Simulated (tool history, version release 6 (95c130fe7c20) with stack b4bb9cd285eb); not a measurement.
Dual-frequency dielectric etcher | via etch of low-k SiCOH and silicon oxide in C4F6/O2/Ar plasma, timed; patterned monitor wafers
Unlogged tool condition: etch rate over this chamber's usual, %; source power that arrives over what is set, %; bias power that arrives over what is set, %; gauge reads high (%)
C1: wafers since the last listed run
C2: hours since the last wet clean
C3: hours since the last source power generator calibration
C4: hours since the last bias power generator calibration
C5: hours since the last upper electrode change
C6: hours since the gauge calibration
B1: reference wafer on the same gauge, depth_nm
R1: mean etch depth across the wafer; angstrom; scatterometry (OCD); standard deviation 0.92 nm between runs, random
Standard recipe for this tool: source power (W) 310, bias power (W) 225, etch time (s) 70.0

run 1 hour=0.0 | source_power_(W)=310 bias_power_(W)=225 etch_time_(s)=84.5 | C1=0 C2=148.7 C3=2743.8 C4=1835.3 C5=2432.5 C6=1614.1 | B1=173.3 | R1=2188
run 2 hour=49.6 | source_power_(W)=310 bias_power_(W)=205 etch_time_(s)=64.5 | C1=638 C2=198.3 C3=2793.4 C4=1884.9 C5=2482.1 C6=1663.7 | B1=173.0 | R1=1632
run 3 hour=88.3 | source_power_(W)=310 bias_power_(W)=225 etch_time_(s)=70.0 | C1=498 C2=237.0 C3=2832.1 C4=1923.6 C5=2520.8 C6=1702.4 | B1=173.0 | R1=1814
run 4 hour=123.4 | source_power_(W)=310 bias_power_(W)=225 etch_time_(s)=70.0 | C1=451 C2=272.1 C3=2867.2 C4=1958.7 C5=2555.9 C6=1737.5 | B1=172.7 | R1=1787
run 5 hour=169.1 | source_power_(W)=310 bias_power_(W)=225 etch_time_(s)=70.0 | C1=588 C2=317.8 C3=2912.9 C4=2004.4 C5=2601.6 C6=1783.2 | B1=173.6 | R1=1801
run 6 hour=219.9 | source_power_(W)=310 bias_power_(W)=225 etch_time_(s)=70.0 | C1=653 C2=368.6 C3=2963.7 C4=2055.2 C5=2652.4 C6=1834.0 | B1=172.8 | R1=1790
run 7 hour=270.1 | source_power_(W)=310 bias_power_(W)=225 etch_time_(s)=70.0 | C1=646 C2=418.8 C3=3013.9 C4=2105.4 C5=2702.6 C6=1884.2 | B1=173.0 | R1=1770
run 8 hour=309.0 | source_power_(W)=310 bias_power_(W)=225 etch_time_(s)=70.0 | C1=500 C2=457.7 C3=3052.8 C4=2144.3 C5=2741.5 C6=1923.1 | B1=173.3 | R1=1777
run 9 hour=336.5 | source_power_(W)=310 bias_power_(W)=225 etch_time_(s)=70.0 | C1=353 C2=485.2 C3=3080.3 C4=2171.8 C5=2769.0 C6=1950.6 | B1=172.9 | R1=1770
run 10 hour=387.7 | source_power_(W)=310 bias_power_(W)=225 etch_time_(s)=70.0 | C1=659 C2=536.4 C3=3131.5 C4=2223.0 C5=2820.2 C6=2001.8 | B1=172.8 | R1=1776
-- hour=442.1 gauge calibrated
run 11 hour=474.9 | source_power_(W)=310 bias_power_(W)=225 etch_time_(s)=60.0 | C1=1122 C2=623.6 C3=3218.7 C4=2310.2 C5=2907.4 C6=32.8 | B1=173.0 | R1=1514
-- hour=525.2 wet clean of the chamber
run 12 hour=528.8 | source_power_(W)=310 bias_power_(W)=225 etch_time_(s)=60.0 | C1=384 C2=3.6 C3=3272.6 C4=2364.1 C5=2961.3 C6=86.7 | B1=173.3 | R1=1468
run 13 hour=599.6 | source_power_(W)=310 bias_power_(W)=225 etch_time_(s)=70.0 | C1=911 C2=74.4 C3=3343.4 C4=2434.9 C5=3032.1 C6=157.5 | B1=172.9 | R1=1709
run 14 hour=669.5 | source_power_(W)=260 bias_power_(W)=242 etch_time_(s)=70.0 | C1=899 C2=144.3 C3=3413.3 C4=2504.8 C5=3102.0 C6=227.4 | B1=173.1 | R1=1572
run 15 hour=708.4 | source_power_(W)=310 bias_power_(W)=198 etch_time_(s)=50.0 | C1=500 C2=183.2 C3=3452.2 C4=2543.7 C5=3140.9 C6=266.3 | B1=173.2 | R1=1168
-- hour=736.3 wet clean of the chamber, repeated, since the last time left the tool worse
run 16 hour=740.8 | source_power_(W)=310 bias_power_(W)=225 etch_time_(s)=70.0 | C1=108 C2=4.5 C3=3484.6 C4=2576.1 C5=3173.3 C6=298.7 | B1=172.9 | R1=1831
run 17 hour=790.7 | source_power_(W)=310 bias_power_(W)=198 etch_time_(s)=50.0 | C1=642 C2=54.4 C3=3534.5 C4=2626.0 C5=3223.2 C6=348.6 | B1=172.8 | R1=1261
-- hour=808.7 bias power generator calibrated
run 18 hour=845.8 | source_power_(W)=310 bias_power_(W)=225 etch_time_(s)=91.0 | C1=657 C2=109.5 C3=3589.6 C4=37.1 C5=3278.3 C6=403.7 | B1=172.8 | R1=2371
run 19 hour=877.6 | source_power_(W)=240 bias_power_(W)=268 etch_time_(s)=64.0 | C1=409 C2=141.3 C3=3621.4 C4=68.9 C5=3310.1 C6=435.5 | B1=173.1 | R1=1488
run 20 hour=939.5 | source_power_(W)=310 bias_power_(W)=225 etch_time_(s)=82.5 | C1=796 C2=203.2 C3=3683.3 C4=130.8 C5=3372.0 C6=497.4 | B1=173.0 | R1=2159
-- hour=1003.6 upper electrode replaced
run 21 hour=1004.1 | source_power_(W)=280 bias_power_(W)=209 etch_time_(s)=80.5 | C1=522 C2=267.8 C3=3747.9 C4=195.4 C5=0.5 C6=562.0 | B1=172.9 | R1=1911
run 22 hour=1053.9 | source_power_(W)=310 bias_power_(W)=202 etch_time_(s)=78.5 | C1=640 C2=317.6 C3=3797.7 C4=245.2 C5=50.3 C6=611.8 | B1=172.9 | R1=1941
-- hour=1063.8 source power generator calibrated
run 23 hour=1223.3 | source_power_(W)=310 bias_power_(W)=251 etch_time_(s)=88.0 | C1=2128 C2=487.0 C3=159.5 C4=414.6 C5=219.7 C6=781.2 | B1=173.4 | R1=2312
run 24 hour=1259.9 | source_power_(W)=310 bias_power_(W)=225 etch_time_(s)=70.0 | C1=471 C2=523.6 C3=196.1 C4=451.2 C5=256.3 C6=817.8 | B1=173.1 | R1=1786
run 25 hour=1319.6 | source_power_(W)=310 bias_power_(W)=225 etch_time_(s)=60.0 | C1=768 C2=583.3 C3=255.8 C4=510.9 C5=316.0 C6=877.5 | B1=172.9 | R1=1517

What does the tool deliver on the next run?
-- hour=1363.9 wet clean of the chamber
run 26 hour=1364.4 | source_power_(W)=310 bias_power_(W)=225 etch_time_(s)=70.0 | C1=267 C2=0.5 C3=300.6 C4=555.7 C5=360.8 C6=922.3 | B1=? | R1=?

B1: 173.0
R1: 1833 angstrom
Minus the tool's unlogged condition, the same run would have read R1 1817 angstrom.

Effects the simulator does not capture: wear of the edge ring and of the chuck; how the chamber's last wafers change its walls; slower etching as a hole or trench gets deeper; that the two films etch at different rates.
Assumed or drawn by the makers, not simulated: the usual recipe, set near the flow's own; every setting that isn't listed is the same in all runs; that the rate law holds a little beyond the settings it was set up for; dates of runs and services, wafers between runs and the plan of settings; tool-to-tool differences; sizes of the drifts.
